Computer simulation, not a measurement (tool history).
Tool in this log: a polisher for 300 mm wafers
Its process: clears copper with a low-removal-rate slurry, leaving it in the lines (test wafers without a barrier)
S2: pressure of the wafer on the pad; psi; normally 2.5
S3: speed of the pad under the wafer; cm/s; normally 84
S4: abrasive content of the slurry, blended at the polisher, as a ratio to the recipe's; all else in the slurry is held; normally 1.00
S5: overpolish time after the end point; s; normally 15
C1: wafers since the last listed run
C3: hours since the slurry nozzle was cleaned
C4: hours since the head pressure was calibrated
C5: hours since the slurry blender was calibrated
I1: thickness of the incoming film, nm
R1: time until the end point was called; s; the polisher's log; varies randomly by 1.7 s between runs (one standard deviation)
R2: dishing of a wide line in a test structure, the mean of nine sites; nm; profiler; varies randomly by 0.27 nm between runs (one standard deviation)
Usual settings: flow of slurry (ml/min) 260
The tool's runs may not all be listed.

Run 1, hour 0.0: usual settings but S3 66 cm/s; C1 0; wafers polished on this pad 427; C3 198.8; C4 636.9; C5 116.8; I1 188.3. Result: R1 121.2 s, R2 18.8 nm.
Run 2, hour 35.6: usual settings; C1 233; wafers polished on this pad 661; C3 234.4; C4 672.5; C5 152.4; I1 184.4. Result: R1 89.9 s, R2 23.4 nm.
At hour 39.3: slurry blender recalibrated.
At hour 49.0: slurry nozzle cleaned.
Run 3, hour 66.0: usual settings; C1 179; wafers polished on this pad 841; C3 17.0; C4 702.9; C5 26.7; I1 181.5. Result: R1 87.5 s, R2 23.6 nm.
At hour 82.6: worn pad replaced by a new one.
Run 4, hour 90.1: usual settings; C1 131; wafers polished on this pad 49; C3 41.1; C4 727.0; C5 50.8; I1 188.0. Result: R1 90.4 s, R2 23.6 nm.
Run 5, hour 105.9: usual settings; C1 103; wafers polished on this pad 153; C3 56.9; C4 742.8; C5 66.6; I1 186.3. Result: R1 91.6 s, R2 23.6 nm.
Run 6, hour 125.6: usual settings; C1 129; wafers polished on this pad 282; C3 76.6; C4 762.5; C5 86.3; I1 185.8. Result: R1 90.6 s, R2 23.5 nm.
Run 7, hour 159.8: usual settings; C1 224; wafers polished on this pad 507; C3 110.8; C4 796.7; C5 120.5; I1 186.0. Result: R1 88.9 s, R2 23.7 nm.
Run 8, hour 177.0: usual settings but flow of slurry (ml/min) 295; C1 112; wafers polished on this pad 620; C3 128.0; C4 813.9; C5 137.7; I1 181.8. Result: R1 87.8 s, R2 23.7 nm.
At hour 197.3: slurry blender recalibrated.
At hour 201.3: worn pad replaced by a new one.
At hour 237.6: slurry nozzle cleaned.
Run 9, hour 243.3: usual settings but S5 19 s; C1 389; wafers polished on this pad 269; C3 5.7; C4 880.2; C5 46.0; I1 184.8. Result: R1 90.1 s, R2 28.7 nm.
Run 10, hour 265.3: usual settings but S5 19 s; C1 144; wafers polished on this pad 413; C3 27.7; C4 902.2; C5 68.0; I1 184.0. Result: R1 89.9 s, R2 28.5 nm.
Run 11, hour 278.8: usual settings but S5 19 s; C1 88; wafers polished on this pad 502; C3 41.2; C4 915.7; C5 81.5; I1 185.0. Result: R1 90.9 s, R2 28.8 nm.
Run 12, hour 316.6: usual settings but flow of slurry (ml/min) 220, S2 3.3 psi, S5 18 s; C1 248; wafers polished on this pad 750; C3 79.0; C4 953.5; C5 119.3; I1 183.9. Result: R1 68.8 s, R2 35.5 nm.
At hour 325.7: slurry blender recalibrated.
At hour 346.9: worn pad replaced by a new one.
Run 13, hour 348.2: usual settings but S5 19 s; C1 168; wafers polished on this pad 8; C3 110.6; C4 985.1; C5 22.5; I1 185.1. Result: R1 90.8 s, R2 28.7 nm.
Run 14, hour 360.5: usual settings but flow of slurry (ml/min) 225, S2 3.3 psi, S3 106 cm/s, S4 1.10; C1 80; wafers polished on this pad 89; C3 122.9; C4 997.4; C5 34.8; I1 184.1. Result: R1 52.0 s, R2 39.1 nm.
Run 15, hour 393.9: usual settings but S5 19 s; C1 219; wafers polished on this pad 308; C3 156.3; C4 1030.8; C5 68.2; I1 185.7. Result: R1 91.1 s, R2 29.6 nm.
Run 16, hour 424.1: usual settings but S4 1.15, S5 18 s; C1 198; wafers polished on this pad 506; C3 186.5; C4 1061.0; C5 98.4; I1 183.1. Result: R1 84.3 s, R2 28.9 nm.
At hour 456.7: slurry blender recalibrated.
At hour 462.3: slurry nozzle cleaned.
At hour 493.7: head pressure recalibrated.
At hour 495.0: worn pad replaced by a new one.
Run 17, hour 522.3: usual settings but S4 1.10; C1 603; wafers polished on this pad 179; C3 60.0; C4 28.6; C5 65.6; I1 189.1. Result: R1 89.6 s, R2 24.3 nm.
Run 18, hour 537.3: usual settings but flow of slurry (ml/min) 295, S5 19 s; C1 98; wafers polished on this pad 277; C3 75.0; C4 43.6; C5 80.6; I1 186.3. Result: R1 90.6 s, R2 29.8 nm.
Run 19, hour 569.0: usual settings but flow of slurry (ml/min) 310, S3 104 cm/s; C1 208; wafers polished on this pad 485; C3 106.7; C4 75.3; C5 112.3; I1 185.8. Result: R1 72.2 s, R2 29.3 nm.
Run 20, hour 597.2: usual settings but flow of slurry (ml/min) 285, S3 56 cm/s, S4 0.85; C1 185; wafers polished on this pad 671; C3 134.9; C4 103.5; C5 140.5; I1 183.0. Result: R1 146.7 s, R2 15.5 nm.
Run 21, hour 611.3: usual settings but S2 1.7 psi; C1 92; wafers polished on this pad 763; C3 149.0; C4 117.6; C5 154.6; I1 184.1. Result: R1 135.3 s, R2 16.0 nm.
At hour 617.3: slurry blender recalibrated.
Run 22, hour 631.6: usual settings but S2 3.2 psi, S5 11 s; C1 120; wafers polished on this pad 883; C3 169.3; C4 137.9; C5 14.3; I1 184.2. Result: R1 69.3 s, R2 22.4 nm.
At hour 644.0: worn pad replaced by a new one.
Run 23, hour 653.5: usual settings; C1 117; wafers polished on this pad 62; C3 191.2; C4 159.8; C5 36.2; I1 182.6. Result: R1 89.8 s, R2 23.1 nm.

Below are 5 alternative next runs, each starting from the tool's condition after run 23. Predict each:
Run A, hour 654.0: usual settings; C1 3; wafers polished on this pad 65; C3 191.7; C4 160.3; C5 36.7; I1 184.1. Result: R1 ?, R2 ?.
Run B, hour 654.0: usual settings but flow of slurry (ml/min) 175, S4 0.75, S5 24 s; C1 3; wafers polished on this pad 65; C3 191.7; C4 160.3; C5 36.7; I1 184.1. Result: R1 ?, R2 ?.
Run C, hour 654.0: usual settings but S2 3.1 psi, S4 0.75; C1 3; wafers polished on this pad 65; C3 191.7; C4 160.3; C5 36.7; I1 184.1. Result: R1 ?, R2 ?.
Run D, hour 654.0: usual settings but flow of slurry (ml/min) 200, S2 2.1 psi; C1 3; wafers polished on this pad 65; C3 191.7; C4 160.3; C5 36.7; I1 184.1. Result: R1 ?, R2 ?.
Run E, hour 654.0: usual settings but S5 18 s; C1 3; wafers polished on this pad 65; C3 191.7; C4 160.3; C5 36.7; I1 184.1. Result: R1 ?, R2 ?.

run     R1    R2
  A   87.3  23.3
  B  101.0  31.4
  C   77.3  26.2
  D  107.3  19.1
  E   87.3  27.6
With no hidden state in the tool, these same runs would have given:
run     R1    R2
  A   87.3  23.3
  B  101.0  31.4
  C   77.3  26.2
  D  107.3  19.1
  E   87.3  27.6
